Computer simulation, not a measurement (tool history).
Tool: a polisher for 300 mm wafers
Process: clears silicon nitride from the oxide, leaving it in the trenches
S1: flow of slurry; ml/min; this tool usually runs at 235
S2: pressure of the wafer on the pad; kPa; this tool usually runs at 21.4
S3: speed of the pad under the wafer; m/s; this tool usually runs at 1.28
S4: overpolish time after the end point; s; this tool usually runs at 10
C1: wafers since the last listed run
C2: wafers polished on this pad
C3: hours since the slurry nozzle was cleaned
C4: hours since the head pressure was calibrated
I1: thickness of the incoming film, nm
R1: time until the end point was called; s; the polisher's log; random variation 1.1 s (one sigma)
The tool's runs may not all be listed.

run      day   S1    S2    S3  S4    C1    C2     C3      C4     I1     R1
  1    0.000  185  15.9  1.28  10     0  1903  406.8   213.3  127.2  143.8
  2    4.183  185  15.9  1.28  10  1107  3011  507.2   313.7  124.3  140.3
  3    6.275  185  15.9  1.28  10   553  3565  557.4   363.9  127.6  145.6
  4    9.133  235  21.4  1.28  10   756  4322  626.0   432.5  122.3  113.5
      10.279  -- worn pad replaced by a new one
  5   11.279  235  21.4  1.28  10   524   265  677.5   484.0  126.0  113.5
  6   14.558  235  21.4  1.28  10   868  1133  756.2   562.7  125.6  117.0
      17.742  -- slurry nozzle cleaned
  7   22.308  235  21.4  1.28  10  2041  3174  109.6   748.7  126.0  109.4
  8   25.979  235  21.4  1.28  10   972  4146  197.7   836.8  122.6  109.5
  9   27.946  235  21.4  1.28  10   520  4667  244.9   884.0  123.0  107.1
      30.912  -- worn pad replaced by a new one
 10   30.933  235  21.4  1.28  10   746     5  316.6   955.7  125.2  111.1
 11   34.288  235  21.4  1.28  10   888   893  397.1  1036.2  124.8  112.1
 12   37.008  235  21.4  1.28  10   720  1613  462.4  1101.5  123.6  111.7
 13   40.121  235  21.4  1.28  10   824  2437  537.1  1176.2  124.1  112.4
 14   43.217  235  21.4  1.28  10   819  3257  611.4  1250.5  126.9  116.2
      44.996  -- head pressure recalibrated
      47.742  -- slurry nozzle cleaned
 15   49.779  175  14.5  1.54  10  1704  4962   48.9   114.8  123.9  123.0
      51.054  -- worn pad replaced by a new one
 16   53.679  180  14.5  1.00   7   988   695  142.5   208.4  122.6  160.8
 17   56.554  235  21.4  1.28   4   761  1456  211.5   277.4  126.8  111.0
 18   60.938  235  21.4  1.28  10  1160  2617  316.7   382.6  125.7  112.6
 19   63.421  235  21.4  1.56   5   657  3274  376.3   442.2  125.1  101.6
      72.842  -- worn pad replaced by a new one
 20   74.188  235  17.9  1.28  10  2806   356  634.7   700.6  127.8  129.7
 21   77.108  185  21.4  1.28   4   773  1129  704.8   770.7  125.4  120.8
      79.604  -- slurry nozzle cleaned
 22   81.562  235  21.4  1.28  10  1168  2298   47.0   877.6  126.0  109.5
 23   83.846  185  21.4  1.54  10   604  2902  101.8   932.4  124.2  102.0
 24   87.754  235  21.4  1.28  10  1034  3937  195.6  1026.2  124.5  111.2
      91.279  -- worn pad replaced by a new one
 25   91.588  235  21.4  1.28  10   970    82  287.6  1118.2  125.8  114.2
      95.662  -- head pressure recalibrated
 26   95.812  235  16.5  1.00   5  1096  1178  389.0     3.6  123.9  148.8
 27   97.504  235  16.5  1.28  15   447  1626  429.6    44.2  123.2  130.5
 28  100.925  235  21.4  1.28  13   905  2532  511.7   126.3  124.0  112.2

Difference, measured minus no-hidden-state, one row per run. Run-to-run variation is common to both terms; the gauge's own scatter need not be:
Hidden state at play: removal rate lost through wear of the pad, %; slurry flow missing at the pad, %; deviation of the head's pressure from its setpoint, %.
run     R1
  1  +11.3
  2  +12.4
  3  +13.4
  4   +8.7
  5   +9.0
  6   +9.6
  7   +2.4
  8   +3.9
  9   +4.5
 10   +5.7
 11   +6.7
 12   +7.3
 13   +7.9
 14   +8.7
 15   +2.5
 16   +6.7
 17   +4.8
 18   +6.5
 19   +6.6
 20  +10.9
 21  +13.4
 22   +2.0
 23   +3.7
 24   +5.0
 25   +6.7
 26  +10.6
 27   +9.8
 28   +9.3
